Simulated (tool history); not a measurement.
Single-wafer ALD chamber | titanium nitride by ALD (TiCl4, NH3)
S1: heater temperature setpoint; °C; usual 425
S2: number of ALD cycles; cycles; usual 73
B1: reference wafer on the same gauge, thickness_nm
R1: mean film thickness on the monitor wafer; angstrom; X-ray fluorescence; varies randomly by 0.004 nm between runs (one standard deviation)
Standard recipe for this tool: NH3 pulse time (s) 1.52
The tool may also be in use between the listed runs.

{"run": 1, "hour": 0.0, "S1": 425, "S2": 73, "NH3 pulse time (s)": 1.17, "B1": 1.671, "R1": 16.03}
{"run": 2, "hour": 323.4, "S1": 425, "S2": 73, "NH3 pulse time (s)": 1.17, "B1": 1.675, "R1": 16.07}
{"run": 3, "hour": 422.0, "S1": 429, "S2": 73, "NH3 pulse time (s)": 1.86, "B1": 1.676, "R1": 16.21}
{"run": 4, "hour": 510.2, "S1": 425, "S2": 73, "NH3 pulse time (s)": 1.11, "B1": 1.677, "R1": 16.0}
{"run": 5, "hour": 582.1, "S1": 425, "S2": 73, "NH3 pulse time (s)": 1.11, "B1": 1.677, "R1": 16.03}
{"run": 6, "hour": 771.3, "S1": 425, "S2": 73, "NH3 pulse time (s)": 1.11, "B1": 1.679, "R1": 16.04}
{"run": 7, "hour": 831.2, "S1": 425, "S2": 73, "NH3 pulse time (s)": 1.52, "B1": 1.679, "R1": 16.2}
{"run": 8, "hour": 932.2, "S1": 425, "S2": 73, "NH3 pulse time (s)": 1.52, "B1": 1.679, "R1": 16.2}
{"run": 9, "hour": 1029.5, "S1": 422, "S2": 73, "NH3 pulse time (s)": 1.52, "B1": 1.681, "R1": 16.15}
{"run": 10, "hour": 1095.8, "S1": 422, "S2": 73, "NH3 pulse time (s)": 1.52, "B1": 1.681, "R1": 16.21}
{"run": 11, "hour": 1149.0, "S1": 422, "S2": 73, "NH3 pulse time (s)": 1.52, "B1": 1.68, "R1": 16.17}
{"hour": 1185.2, "done": "showerhead replaced"}
{"run": 12, "hour": 1248.6, "S1": 425, "S2": 73, "NH3 pulse time (s)": 1.3, "B1": 1.681, "R1": 16.18}
{"run": 13, "hour": 1305.4, "S1": 425, "S2": 73, "NH3 pulse time (s)": 1.52, "B1": 1.682, "R1": 16.23}
{"run": 14, "hour": 1380.8, "S1": 425, "S2": 73, "NH3 pulse time (s)": 1.52, "B1": 1.682, "R1": 16.22}
{"run": 15, "hour": 1478.2, "S1": 425, "S2": 73, "NH3 pulse time (s)": 1.52, "B1": 1.683, "R1": 16.33}
{"hour": 1526.9, "done": "thermocouple changed; heater temperature recalibrated"}
{"run": 16, "hour": 1538.0, "S1": 425, "S2": 73, "NH3 pulse time (s)": 1.52, "B1": 1.683, "R1": 16.29}
{"run": 17, "hour": 1624.0, "S1": 425, "S2": 73, "NH3 pulse time (s)": 1.52, "B1": 1.683, "R1": 16.16}
{"run": 18, "hour": 1728.7, "S1": 419, "S2": 81, "NH3 pulse time (s)": 2.1, "B1": 1.684, "R1": 18.14}
{"run": 19, "hour": 1840.3, "S1": 425, "S2": 64, "NH3 pulse time (s)": 1.8, "B1": 1.684, "R1": 14.29}
{"run": 20, "hour": 1882.7, "S1": 425, "S2": 73, "NH3 pulse time (s)": 1.52, "B1": 1.684, "R1": 16.26}
{"run": 21, "hour": 1988.1, "S1": 434, "S2": 73, "NH3 pulse time (s)": 1.52, "B1": 1.684, "R1": 16.23}

Run 22 comes next. What will it give?
{"hour": 2050.4, "done": "gauge calibrated"}
{"run": 22, "hour": 2092.9, "S1": 438, "S2": 64, "NH3 pulse time (s)": 1.28, "B1": "?", "R1": "?"}

B1: 1.648
R1: 13.92 angstrom
With the hidden condition absent and the run-to-run variation left alone, this run would have shown R1 13.94 angstrom.
